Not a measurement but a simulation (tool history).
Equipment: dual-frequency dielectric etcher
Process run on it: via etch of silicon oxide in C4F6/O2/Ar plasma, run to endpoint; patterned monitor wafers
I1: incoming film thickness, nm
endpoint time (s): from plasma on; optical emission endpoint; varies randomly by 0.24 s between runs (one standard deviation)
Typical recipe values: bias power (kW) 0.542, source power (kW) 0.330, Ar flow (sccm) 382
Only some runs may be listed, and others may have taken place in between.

{"run": 1, "day": 0.0, "bias power (kW)": 0.542, "source power (kW)": 0.33, "Ar flow (sccm)": 382, "I1": 200.7, "endpoint time (s)": 45.3}
{"run": 2, "day": 0.267, "bias power (kW)": 0.542, "source power (kW)": 0.33, "Ar flow (sccm)": 382, "I1": 202.0, "endpoint time (s)": 45.7}
{"run": 3, "day": 0.558, "bias power (kW)": 0.542, "source power (kW)": 0.35, "Ar flow (sccm)": 382, "I1": 201.0, "endpoint time (s)": 44.8}
{"run": 4, "day": 0.829, "bias power (kW)": 0.542, "source power (kW)": 0.35, "Ar flow (sccm)": 382, "I1": 200.1, "endpoint time (s)": 43.8}
{"run": 5, "day": 1.429, "bias power (kW)": 0.542, "source power (kW)": 0.35, "Ar flow (sccm)": 382, "I1": 199.5, "endpoint time (s)": 43.5}
{"run": 6, "day": 2.088, "bias power (kW)": 0.542, "source power (kW)": 0.33, "Ar flow (sccm)": 382, "I1": 199.9, "endpoint time (s)": 45.3}
{"run": 7, "day": 2.442, "bias power (kW)": 0.542, "source power (kW)": 0.33, "Ar flow (sccm)": 382, "I1": 203.4, "endpoint time (s)": 45.5}
{"run": 8, "day": 2.917, "bias power (kW)": 0.542, "source power (kW)": 0.33, "Ar flow (sccm)": 382, "I1": 202.7, "endpoint time (s)": 44.8}
{"run": 9, "day": 3.621, "bias power (kW)": 0.542, "source power (kW)": 0.33, "Ar flow (sccm)": 382, "I1": 203.1, "endpoint time (s)": 45.2}
{"run": 10, "day": 4.35, "bias power (kW)": 0.542, "source power (kW)": 0.33, "Ar flow (sccm)": 382, "I1": 201.6, "endpoint time (s)": 44.8}
{"day": 4.75, "done": "Ar flow controller replaced"}
{"day": 5.067, "done": "source power generator calibrated"}
{"day": 5.625, "done": "wet clean of the chamber"}
{"day": 6.308, "done": "upper electrode replaced"}
{"run": 11, "day": 6.329, "bias power (kW)": 0.542, "source power (kW)": 0.33, "Ar flow (sccm)": 382, "I1": 201.1, "endpoint time (s)": 47.9}
{"run": 12, "day": 6.342, "bias power (kW)": 0.542, "source power (kW)": 0.33, "Ar flow (sccm)": 382, "I1": 200.7, "endpoint time (s)": 48.0}
{"day": 6.612, "done": "bias power generator calibrated"}
{"run": 13, "day": 6.846, "bias power (kW)": 0.542, "source power (kW)": 0.33, "Ar flow (sccm)": 382, "I1": 201.0, "endpoint time (s)": 47.6}
{"run": 14, "day": 7.188, "bias power (kW)": 0.491, "source power (kW)": 0.26, "Ar flow (sccm)": 306, "I1": 202.1, "endpoint time (s)": 52.2}
{"run": 15, "day": 7.771, "bias power (kW)": 0.542, "source power (kW)": 0.33, "Ar flow (sccm)": 382, "I1": 202.1, "endpoint time (s)": 47.5}
{"run": 16, "day": 8.346, "bias power (kW)": 0.434, "source power (kW)": 0.4, "Ar flow (sccm)": 425, "I1": 200.2, "endpoint time (s)": 47.3}
{"run": 17, "day": 8.971, "bias power (kW)": 0.542, "source power (kW)": 0.33, "Ar flow (sccm)": 382, "I1": 202.8, "endpoint time (s)": 47.8}
{"run": 18, "day": 9.258, "bias power (kW)": 0.583, "source power (kW)": 0.33, "Ar flow (sccm)": 382, "I1": 202.3, "endpoint time (s)": 47.1}
{"run": 19, "day": 9.546, "bias power (kW)": 0.542, "source power (kW)": 0.4, "Ar flow (sccm)": 353, "I1": 202.9, "endpoint time (s)": 44.4}
{"run": 20, "day": 9.942, "bias power (kW)": 0.484, "source power (kW)": 0.3, "Ar flow (sccm)": 382, "I1": 202.6, "endpoint time (s)": 51.0}
{"run": 21, "day": 10.342, "bias power (kW)": 0.588, "source power (kW)": 0.33, "Ar flow (sccm)": 468, "I1": 203.2, "endpoint time (s)": 47.9}
{"run": 22, "day": 10.646, "bias power (kW)": 0.542, "source power (kW)": 0.37, "Ar flow (sccm)": 304, "I1": 200.2, "endpoint time (s)": 44.2}
{"run": 23, "day": 11.067, "bias power (kW)": 0.542, "source power (kW)": 0.37, "Ar flow (sccm)": 382, "I1": 200.7, "endpoint time (s)": 45.6}
{"run": 24, "day": 11.404, "bias power (kW)": 0.588, "source power (kW)": 0.33, "Ar flow (sccm)": 468, "I1": 201.5, "endpoint time (s)": 47.2}
{"run": 25, "day": 12.092, "bias power (kW)": 0.49, "source power (kW)": 0.27, "Ar flow (sccm)": 382, "I1": 203.9, "endpoint time (s)": 52.8}

5 ways to go on from here, each from the tool as it stands after run 25. What would each give?
{"run": "A", "day": 12.108, "bias power (kW)": 0.542, "source power (kW)": 0.33, "Ar flow (sccm)": 304, "I1": 200.6, "endpoint time (s)": "?"}
{"run": "B", "day": 12.108, "bias power (kW)": 0.495, "source power (kW)": 0.26, "Ar flow (sccm)": 339, "I1": 200.6, "endpoint time (s)": "?"}
{"run": "C", "day": 12.108, "bias power (kW)": 0.602, "source power (kW)": 0.36, "Ar flow (sccm)": 454, "I1": 200.6, "endpoint time (s)": "?"}
{"run": "D", "day": 12.108, "bias power (kW)": 0.645, "source power (kW)": 0.37, "Ar flow (sccm)": 335, "I1": 200.6, "endpoint time (s)": "?"}
{"run": "E", "day": 12.108, "bias power (kW)": 0.422, "source power (kW)": 0.26, "Ar flow (sccm)": 353, "I1": 200.6, "endpoint time (s)": "?"}

run=A endpoint_time_(s)=46.2
run=B endpoint_time_(s)=51.9
run=C endpoint_time_(s)=45.1
run=D endpoint_time_(s)=42.6
run=E endpoint_time_(s)=54.3
The same runs, with their run-to-run variation unchanged, on a tool lacking any hidden condition would have given:
run=A endpoint_time_(s)=46.5
run=B endpoint_time_(s)=52.3
run=C endpoint_time_(s)=45.4
run=D endpoint_time_(s)=42.9
run=E endpoint_time_(s)=54.7

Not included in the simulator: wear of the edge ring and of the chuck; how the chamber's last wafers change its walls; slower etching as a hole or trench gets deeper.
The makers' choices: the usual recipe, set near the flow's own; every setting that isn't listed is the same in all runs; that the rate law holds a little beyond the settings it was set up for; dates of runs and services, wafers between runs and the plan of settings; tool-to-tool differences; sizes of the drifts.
